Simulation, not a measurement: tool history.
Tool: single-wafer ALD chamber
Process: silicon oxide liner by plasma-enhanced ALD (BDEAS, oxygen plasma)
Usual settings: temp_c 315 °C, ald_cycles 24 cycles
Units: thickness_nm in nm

run	hour	temp_c	ald_cycles	wafers since the last listed run	hours since the last thermocouple change	hours since the gauge calibration	read-back reference wafer on the same gauge, thickness_nm	thickness_nm
1	0	315	24	0	2671.4	236	1.759	2.184
2	49.7	315	24	622	2721.1	285.7	1.76	2.181
3	57	315	24	91	2728.4	293	1.76	2.182
4	70.7	307	21	171	2742.1	306.7	1.76	1.93
5	81	307	21	129	2752.4	317	1.76	1.93
6	88.7	315	24	96	2760.1	324.7	1.759	2.178
7	104.6	315	24	199	2776	340.6	1.76	2.185
8	122.4	315	24	223	2793.8	358.4	1.76	2.168
9	136.1	315	24	171	2807.5	372.1	1.759	2.167
10	147.4	315	24	141	2818.8	383.4	1.76	2.178
# hour 180.9: thermocouple changed; heater temperature recalibrated
11	194.8	315	24	493	13.9	430.8	1.76	2.177
# hour 195.5: gauge calibrated
12	210.2	315	27	192	29.3	14.7	1.759	2.452
13	216.2	330	28	75	35.3	20.7	1.76	2.496
14	231.3	326	28	189	50.4	35.8	1.76	2.505
15	240.7	321	20	117	59.8	45.2	1.76	1.802
16	248.4	315	28	96	67.5	52.9	1.76	2.545
17	259.3	315	24	136	78.4	63.8	1.76	2.18
18	281.5	306	26	278	100.6	86	1.76	2.386
19	293.4	315	21	149	112.5	97.9	1.761	1.909
20	300.4	300	27	87	119.5	104.9	1.759	2.491
21	310.9	315	24	131	130	115.4	1.759	2.172
22	320.7	311	24	122	139.8	125.2	1.76	2.189
23	326.9	306	21	77	146	131.4	1.76	1.934
24	342	326	28	189	161.1	146.5	1.76	2.497

Forecast each of these 5 alternatives for the next run:
A	342.4	315	22	5	161.5	146.9	?	?
B	342.4	315	25	5	161.5	146.9	?	?
C	342.4	315	19	5	161.5	146.9	?	?
D	342.4	323	28	5	161.5	146.9	?	?
E	342.4	308	20	5	161.5	146.9	?	?

run	read-back reference wafer on the same gauge, thickness_nm	thickness_nm
A	1.76	1.994
B	1.76	2.266
C	1.76	1.722
D	1.76	2.51
E	1.76	1.83
Without the tool's hidden state the same runs would have given:
run	thickness_nm
A	1.994
B	2.266
C	1.722
D	2.51
E	1.83

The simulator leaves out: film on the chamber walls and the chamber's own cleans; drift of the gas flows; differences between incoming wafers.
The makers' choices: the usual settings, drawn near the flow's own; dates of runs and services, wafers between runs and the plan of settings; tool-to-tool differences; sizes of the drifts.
